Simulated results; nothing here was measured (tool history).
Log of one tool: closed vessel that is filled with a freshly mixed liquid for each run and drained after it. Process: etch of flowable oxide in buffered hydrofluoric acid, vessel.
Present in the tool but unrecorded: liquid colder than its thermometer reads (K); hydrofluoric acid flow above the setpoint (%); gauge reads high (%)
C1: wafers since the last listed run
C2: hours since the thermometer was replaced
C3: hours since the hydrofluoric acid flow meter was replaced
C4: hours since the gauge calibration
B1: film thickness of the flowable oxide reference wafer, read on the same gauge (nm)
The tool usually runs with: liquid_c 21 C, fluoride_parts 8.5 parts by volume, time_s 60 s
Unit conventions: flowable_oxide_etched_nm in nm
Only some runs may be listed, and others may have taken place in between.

run 1 day=0 | liquid_c=21 fluoride_parts=8.5 time_s=60 | C1=0 C2=1144 C3=2382.4 C4=70.7 | B1=79.99 | flowable_oxide_etched_nm=207.75
run 2 day=0.925 | liquid_c=21 fluoride_parts=8.5 time_s=60 | C1=1797 C2=1166.2 C3=2404.6 C4=92.9 | B1=80.04 | flowable_oxide_etched_nm=209.71
run 3 day=1.388 | liquid_c=21 fluoride_parts=8.5 time_s=60 | C1=898 C2=1177.3 C3=2415.7 C4=104 | B1=79.99 | flowable_oxide_etched_nm=207.34
run 4 day=1.858 | liquid_c=21 fluoride_parts=8.5 time_s=60 | C1=915 C2=1188.6 C3=2427 C4=115.3 | B1=79.98 | flowable_oxide_etched_nm=209.51
run 5 day=2.529 | liquid_c=21 fluoride_parts=8.5 time_s=60 | C1=1303 C2=1204.7 C3=2443.1 C4=131.4 | B1=80 | flowable_oxide_etched_nm=206.71
run 6 day=3.121 | liquid_c=21 fluoride_parts=8.5 time_s=60 | C1=1149 C2=1218.9 C3=2457.3 C4=145.6 | B1=80.01 | flowable_oxide_etched_nm=209.43
run 7 day=3.704 | liquid_c=21 fluoride_parts=8.5 time_s=60 | C1=1133 C2=1232.9 C3=2471.3 C4=159.6 | B1=80.02 | flowable_oxide_etched_nm=206.46
run 8 day=4.296 | liquid_c=21 fluoride_parts=8.5 time_s=60 | C1=1149 C2=1247.1 C3=2485.5 C4=173.8 | B1=80.02 | flowable_oxide_etched_nm=209.54
run 9 day=4.588 | liquid_c=21 fluoride_parts=8.5 time_s=60 | C1=566 C2=1254.1 C3=2492.5 C4=180.8 | B1=80.03 | flowable_oxide_etched_nm=210.37
run 10 day=5.017 | liquid_c=21 fluoride_parts=6 time_s=60 | C1=834 C2=1264.4 C3=2502.8 C4=191.1 | B1=79.99 | flowable_oxide_etched_nm=284.61
-- day=5.212 gauge calibrated
run 11 day=5.429 | liquid_c=21 fluoride_parts=8.5 time_s=60 | C1=801 C2=1274.3 C3=2512.7 C4=5.2 | B1=80 | flowable_oxide_etched_nm=209.18
run 12 day=5.712 | liquid_c=24.5 fluoride_parts=8.5 time_s=60 | C1=550 C2=1281.1 C3=2519.5 C4=12 | B1=79.99 | flowable_oxide_etched_nm=253.88
-- day=5.783 hydrofluoric acid flow meter replaced
run 13 day=6.258 | liquid_c=21 fluoride_parts=8.5 time_s=60 | C1=979 C2=1294.2 C3=11.4 C4=25.1 | B1=79.99 | flowable_oxide_etched_nm=180.79
run 14 day=6.788 | liquid_c=22 fluoride_parts=8.5 time_s=60 | C1=1028 C2=1306.9 C3=24.1 C4=37.8 | B1=80.02 | flowable_oxide_etched_nm=192
run 15 day=7.383 | liquid_c=21 fluoride_parts=8.5 time_s=60 | C1=1158 C2=1321.2 C3=38.4 C4=52.1 | B1=80.01 | flowable_oxide_etched_nm=182.03
run 16 day=8.117 | liquid_c=21 fluoride_parts=8.5 time_s=60 | C1=1425 C2=1338.8 C3=56 C4=69.7 | B1=80 | flowable_oxide_etched_nm=183.18
-- day=8.367 thermometer replaced
run 17 day=8.488 | liquid_c=22.5 fluoride_parts=8.5 time_s=60 | C1=639 C2=2.9 C3=64.9 C4=78.6 | B1=79.99 | flowable_oxide_etched_nm=195.79
run 18 day=9.125 | liquid_c=17 fluoride_parts=7.5 time_s=60 | C1=1239 C2=18.2 C3=80.2 C4=93.9 | B1=80.02 | flowable_oxide_etched_nm=167.52
run 19 day=9.708 | liquid_c=21 fluoride_parts=8.5 time_s=60 | C1=1133 C2=32.2 C3=94.2 C4=107.9 | B1=79.99 | flowable_oxide_etched_nm=183.77
run 20 day=10.046 | liquid_c=21 fluoride_parts=9.5 time_s=60 | C1=655 C2=40.3 C3=102.3 C4=116 | B1=80.02 | flowable_oxide_etched_nm=165.05
run 21 day=10.358 | liquid_c=18 fluoride_parts=8.5 time_s=60 | C1=607 C2=47.8 C3=109.8 C4=123.5 | B1=80.02 | flowable_oxide_etched_nm=155.42

Run 22 has not been measured yet. What should we expect?
run 22 day=12.517 | liquid_c=23 fluoride_parts=8.5 time_s=60 | C1=4194 C2=99.6 C3=161.6 C4=175.3 | B1=? | flowable_oxide_etched_nm=?

{"run 22": {"B1": 80.02, "flowable_oxide_etched_nm": 206.76}}
Take away the tool's hidden state, keep the run-to-run variation as it was, and the same run would have given flowable_oxide_etched_nm 203.31 nm.

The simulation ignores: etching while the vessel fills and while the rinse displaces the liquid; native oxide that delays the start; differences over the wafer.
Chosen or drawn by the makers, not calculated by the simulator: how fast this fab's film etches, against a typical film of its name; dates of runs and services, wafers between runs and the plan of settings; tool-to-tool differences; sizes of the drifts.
